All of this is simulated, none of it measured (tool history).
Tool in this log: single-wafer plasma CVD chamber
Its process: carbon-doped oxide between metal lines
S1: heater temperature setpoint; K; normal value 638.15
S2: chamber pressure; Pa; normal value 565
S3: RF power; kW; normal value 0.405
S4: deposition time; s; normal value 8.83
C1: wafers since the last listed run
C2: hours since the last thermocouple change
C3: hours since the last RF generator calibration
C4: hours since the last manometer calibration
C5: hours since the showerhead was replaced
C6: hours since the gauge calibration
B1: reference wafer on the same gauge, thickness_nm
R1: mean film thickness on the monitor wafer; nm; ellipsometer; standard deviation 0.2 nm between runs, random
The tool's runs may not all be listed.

| run | day | S1 | S2 | S3 | S4 | C1 | C2 | C3 | C4 | C5 | C6 | B1 | R1 |
|---|---|---|---|---|---|---|---|---|---|---|---|---|---|
| 1 | 0 | 638.15 | 565 | 0.365 | 8.83 | 0 | 1807.6 | 1725.6 | 1536.7 | 4081.3 | 415.7 | 37.808 | 34.006 |
| 2 | 1.208 | 638.15 | 565 | 0.365 | 8.83 | 778 | 1836.6 | 1754.6 | 1565.7 | 4110.3 | 444.7 | 37.795 | 34.058 |
| 3 | 1.771 | 638.15 | 565 | 0.405 | 8.83 | 362 | 1850.1 | 1768.1 | 1579.2 | 4123.8 | 458.2 | 37.829 | 36.995 |
| 4 | 2.788 | 638.15 | 565 | 0.405 | 8.83 | 655 | 1874.5 | 1792.5 | 1603.6 | 4148.2 | 482.6 | 37.801 | 37.163 |
| 5 | 6.146 | 638.15 | 565 | 0.405 | 8.83 | 2164 | 1955.1 | 1873.1 | 1684.2 | 4228.8 | 563.2 | 37.802 | 37.288 |
|  | 7.046 | capacitance manometer re-zeroed and calibrated |
|  | 7.071 | showerhead replaced |
| 6 | 7.092 | 638.15 | 565 | 0.405 | 8.83 | 381 | 1977.8 | 1895.8 | 1.1 | 0.5 | 585.9 | 37.796 | 37.048 |
| 7 | 7.892 | 638.15 | 565 | 0.405 | 8.83 | 515 | 1997 | 1915 | 20.3 | 19.7 | 605.1 | 37.817 | 36.979 |
|  | 8.804 | gauge calibrated |
| 8 | 10.354 | 638.15 | 565 | 0.405 | 8.83 | 1586 | 2056.1 | 1974.1 | 79.4 | 78.8 | 37.2 | 37.817 | 36.905 |
|  | 11.442 | RF generator calibrated |
| 9 | 11.721 | 638.15 | 565 | 0.405 | 8.83 | 665 | 2088.9 | 6.7 | 112.2 | 111.6 | 70 | 37.79 | 37.506 |
| 10 | 12.933 | 638.15 | 565 | 0.365 | 8.83 | 781 | 2118 | 35.8 | 141.3 | 140.7 | 99.1 | 37.83 | 34.258 |
| 11 | 13.867 | 638.15 | 565 | 0.405 | 8.83 | 601 | 2140.4 | 58.2 | 163.7 | 163.1 | 121.5 | 37.805 | 37.054 |
| 12 | 15.35 | 628.15 | 429 | 0.435 | 8.1 | 955 | 2176 | 93.8 | 199.3 | 198.7 | 157.1 | 37.749 | 35.407 |
|  | 16.762 | thermocouple changed; heater temperature recalibrated |
| 13 | 16.783 | 629.15 | 565 | 0.34 | 8.83 | 708 | 0.5 | 128.2 | 233.7 | 233.1 | 191.5 | 37.817 | 33.04 |
| 14 | 17.825 | 638.15 | 565 | 0.405 | 8.83 | 671 | 25.5 | 153.2 | 258.7 | 258.1 | 216.5 | 37.774 | 37.388 |
| 15 | 18.75 | 638.15 | 495 | 0.38 | 8.83 | 596 | 47.7 | 175.4 | 280.9 | 280.3 | 238.7 | 37.78 | 34.622 |
| 16 | 20.004 | 638.15 | 565 | 0.405 | 8.83 | 808 | 77.8 | 205.5 | 311 | 310.4 | 268.8 | 37.827 | 37.33 |
| 17 | 20.592 | 649.15 | 675 | 0.405 | 8.83 | 378 | 91.9 | 219.6 | 325.1 | 324.5 | 282.9 | 37.757 | 37.171 |
| 18 | 21.9 | 642.15 | 496 | 0.485 | 9.42 | 843 | 123.3 | 251 | 356.5 | 355.9 | 314.3 | 37.853 | 44.214 |
| 19 | 22.942 | 648.15 | 565 | 0.405 | 9.87 | 671 | 148.3 | 276 | 381.5 | 380.9 | 339.3 | 37.85 | 40.491 |

Here are 5 independent what-if runs from the current tool condition. What would each one return?
| A | 22.958 | 638.15 | 565 | 0.405 | 8.83 | 10 | 148.7 | 276.4 | 381.9 | 381.3 | 339.7 | ? | ? |
| B | 22.958 | 649.15 | 661 | 0.46 | 8.83 | 10 | 148.7 | 276.4 | 381.9 | 381.3 | 339.7 | ? | ? |
| C | 22.958 | 648.15 | 565 | 0.35 | 9.54 | 10 | 148.7 | 276.4 | 381.9 | 381.3 | 339.7 | ? | ? |
| D | 22.958 | 638.15 | 468 | 0.465 | 7.88 | 10 | 148.7 | 276.4 | 381.9 | 381.3 | 339.7 | ? | ? |
| E | 22.958 | 646.15 | 565 | 0.45 | 8.83 | 10 | 148.7 | 276.4 | 381.9 | 381.3 | 339.7 | ? | ? |

| run | B1 | R1 |
|---|---|---|
| A | 37.766 | 37.009 |
| B | 37.766 | 41.017 |
| C | 37.766 | 34.383 |
| D | 37.766 | 35.681 |
| E | 37.766 | 39.482 |
The same runs, with their run-to-run variation unchanged, on a tool lacking any hidden condition would have given:
| run | R1 |
|---|---|
| A | 37.009 |
| B | 41.017 |
| C | 34.383 |
| D | 35.681 |
| E | 39.482 |

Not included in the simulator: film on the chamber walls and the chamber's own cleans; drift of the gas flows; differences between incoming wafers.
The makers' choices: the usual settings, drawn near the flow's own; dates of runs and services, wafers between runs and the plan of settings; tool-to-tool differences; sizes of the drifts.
